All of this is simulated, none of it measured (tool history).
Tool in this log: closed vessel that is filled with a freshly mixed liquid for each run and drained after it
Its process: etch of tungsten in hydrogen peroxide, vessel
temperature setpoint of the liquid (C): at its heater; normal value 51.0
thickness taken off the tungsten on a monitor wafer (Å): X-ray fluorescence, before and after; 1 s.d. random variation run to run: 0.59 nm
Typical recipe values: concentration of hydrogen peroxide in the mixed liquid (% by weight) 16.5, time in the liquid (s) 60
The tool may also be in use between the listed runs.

run,hour,temperature setpoint of the liquid (C),concentration of hydrogen peroxide in the mixed liquid (% by weight),time in the liquid (s),wafers since the last listed run,hours since the thermometer was replaced,hours since the peroxide flow meter was replaced,hours since the drum of peroxide was connected,hours since the gauge calibration,"read-back film thickness of the tungsten reference wafer, read on the same gauge (nm)",thickness taken off the tungsten on a monitor wafer (Å)
1,0.0,51.0,16.5,60,0,1669.5,458.5,905.2,1229.4,79.98,582.2
2,29.2,51.0,16.5,60,2125,1698.7,487.7,934.4,1258.6,79.98,580.2
3,97.5,51.0,16.5,60,4970,1767.0,556.0,1002.7,1326.9,79.98,583.8
4,146.5,51.0,16.5,60,3566,1816.0,605.0,1051.7,1375.9,80.01,583.4
5,214.1,51.0,14.0,85,4919,1883.6,672.6,1119.3,1443.5,80.01,753.4
6,258.0,51.0,14.0,85,3195,1927.5,716.5,1163.2,1487.4,80.01,755.1
# hour 318.8: gauge calibrated
7,328.0,51.0,16.5,60,5094,1997.5,786.5,1233.2,9.2,79.97,574.7
8,358.2,51.0,16.5,60,2197,2027.7,816.7,1263.4,39.4,80.00,579.2
# hour 396.9: thermometer replaced
9,429.0,51.0,16.5,50,5080,32.1,887.5,1334.2,110.2,80.00,471.5
10,456.2,51.0,16.5,60,1979,59.3,914.7,1361.4,137.4,80.00,574.0
11,484.2,51.0,19.5,60,2037,87.3,942.7,1389.4,165.4,80.00,624.9
12,515.6,51.0,13.0,75,2285,118.7,974.1,1420.8,196.8,80.01,648.7
# hour 523.4: new drum of peroxide connected
# hour 555.1: peroxide flow meter replaced
13,556.3,51.0,16.5,60,2816,159.4,1.2,32.9,237.5,80.03,601.3
14,589.2,51.0,16.5,60,2394,192.3,34.1,65.8,270.4,80.00,597.2
15,786.6,51.0,19.5,85,14366,389.7,231.5,263.2,467.8,80.00,928.3
16,834.8,59.0,16.5,60,3508,437.9,279.7,311.4,516.0,80.02,958.8
17,888.5,48.5,12.5,30,3908,491.6,333.4,365.1,569.7,80.03,224.5
18,936.8,42.0,14.5,80,3515,539.9,381.7,413.4,618.0,79.98,425.5
19,971.7,51.0,16.5,35,2540,574.8,416.6,448.3,652.9,79.98,346.3
20,1003.5,51.0,19.0,60,2314,606.6,448.4,480.1,684.7,80.00,629.6
21,1041.6,58.5,16.5,70,2772,644.7,486.5,518.2,722.8,80.01,1093.7
22,1106.9,58.5,16.5,60,4752,710.0,551.8,583.5,788.1,80.01,920.0
23,1142.2,51.0,14.5,40,2569,745.3,587.1,618.8,823.4,80.02,362.6
24,1167.6,51.0,14.0,30,1848,770.7,612.5,644.2,848.8,80.01,273.2
25,1245.4,42.5,16.5,60,5662,848.5,690.3,722.0,926.6,79.98,351.6
26,1316.5,51.0,15.0,60,5174,919.6,761.4,793.1,997.7,80.02,564.0
27,1351.1,51.0,16.5,60,2518,954.2,796.0,827.7,1032.3,80.02,586.9
28,1423.1,43.5,16.5,60,5240,1026.2,868.0,899.7,1104.3,80.02,370.3
29,1456.0,57.0,16.5,95,2394,1059.1,900.9,932.6,1137.2,80.01,1329.8

What if the next run were any one of these 5? Each begins from the tool's condition after run 29:
A,1456.7,51.0,16.5,60,50,1059.8,901.6,933.3,1137.9,?,?
B,1456.7,56.0,12.0,30,50,1059.8,901.6,933.3,1137.9,?,?
C,1456.7,59.5,21.5,60,50,1059.8,901.6,933.3,1137.9,?,?
D,1456.7,45.5,16.5,60,50,1059.8,901.6,933.3,1137.9,?,?
E,1456.7,48.0,18.0,45,50,1059.8,901.6,933.3,1137.9,?,?

run,"read-back film thickness of the tungsten reference wafer, read on the same gauge (nm)",thickness taken off the tungsten on a monitor wafer (Å)
A,80.02,588.4
B,80.02,338.4
C,80.02,1110.9
D,80.02,418.9
E,80.02,383.5
Take away the tool's hidden state, keep each run's random variation, and the runs would have read:
run,thickness taken off the tungsten on a monitor wafer (Å)
A,604.1
B,347.4
C,1140.5
D,430.0
E,393.7
